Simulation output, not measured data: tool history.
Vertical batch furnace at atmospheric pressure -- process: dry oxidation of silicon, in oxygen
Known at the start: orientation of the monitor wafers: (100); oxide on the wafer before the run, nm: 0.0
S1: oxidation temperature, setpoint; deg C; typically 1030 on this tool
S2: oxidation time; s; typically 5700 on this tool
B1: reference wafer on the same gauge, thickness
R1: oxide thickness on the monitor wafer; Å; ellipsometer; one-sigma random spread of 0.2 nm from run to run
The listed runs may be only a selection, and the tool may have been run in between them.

run,hour,S1,S2,B1,R1
1,0.0,1036,5700,71.19,926.8
2,180.5,1036,5700,71.17,926.7
3,249.7,1030,6300,71.22,945.0
4,284.2,1030,6300,71.21,945.9
5,346.5,1013,4830,71.23,677.7
6,403.6,1030,5700,71.15,884.1
7,452.3,1030,5700,71.23,884.2
# hour 478.0: boat lift adjusted
8,501.7,1030,5700,71.20,882.7
# hour 509.8: gauge calibrated
9,533.7,1030,3960,71.18,695.6
10,595.6,1030,3960,71.18,694.4
11,625.8,1030,5700,71.18,883.4
12,664.5,1030,5700,71.23,881.0
13,691.3,1050,3180,71.23,714.0
14,727.6,1042,6840,71.19,1103.0
15,789.1,1030,7380,71.22,1050.6
# hour 834.0: thermocouples replaced and temperature profile calibrated
16,834.5,1030,5700,71.18,907.9
17,859.4,1030,5700,71.21,903.6
18,906.4,1030,3480,71.23,657.1
19,972.7,1012,7260,71.18,908.1
20,1056.0,1030,4080,71.23,729.7
# hour 1086.8: thermocouples replaced and temperature profile calibrated, repeated, since the last time left the tool worse
21,1103.4,1038,6840,71.18,1042.8
22,1153.8,1014,3270,71.20,518.9
23,1197.3,1017,3660,71.22,574.3
24,1228.4,1030,7920,71.17,1075.0
25,1292.1,1007,4410,71.24,593.3

Branching from run 25: 4 alternative next runs. What would each branch give?
A,1297.9,1038,5700,?,?
B,1297.9,1030,7140,?,?
C,1297.9,1022,3060,?,?
D,1297.9,1047,4890,?,?

run,B1,R1
A,71.23,927.5
B,71.23,1006.2
C,71.23,536.2
D,71.23,904.4
Take away the tool's hidden state, keep each run's random variation, and the runs would have read:
run,R1
A,921.3
B,999.4
C,532.3
D,898.4

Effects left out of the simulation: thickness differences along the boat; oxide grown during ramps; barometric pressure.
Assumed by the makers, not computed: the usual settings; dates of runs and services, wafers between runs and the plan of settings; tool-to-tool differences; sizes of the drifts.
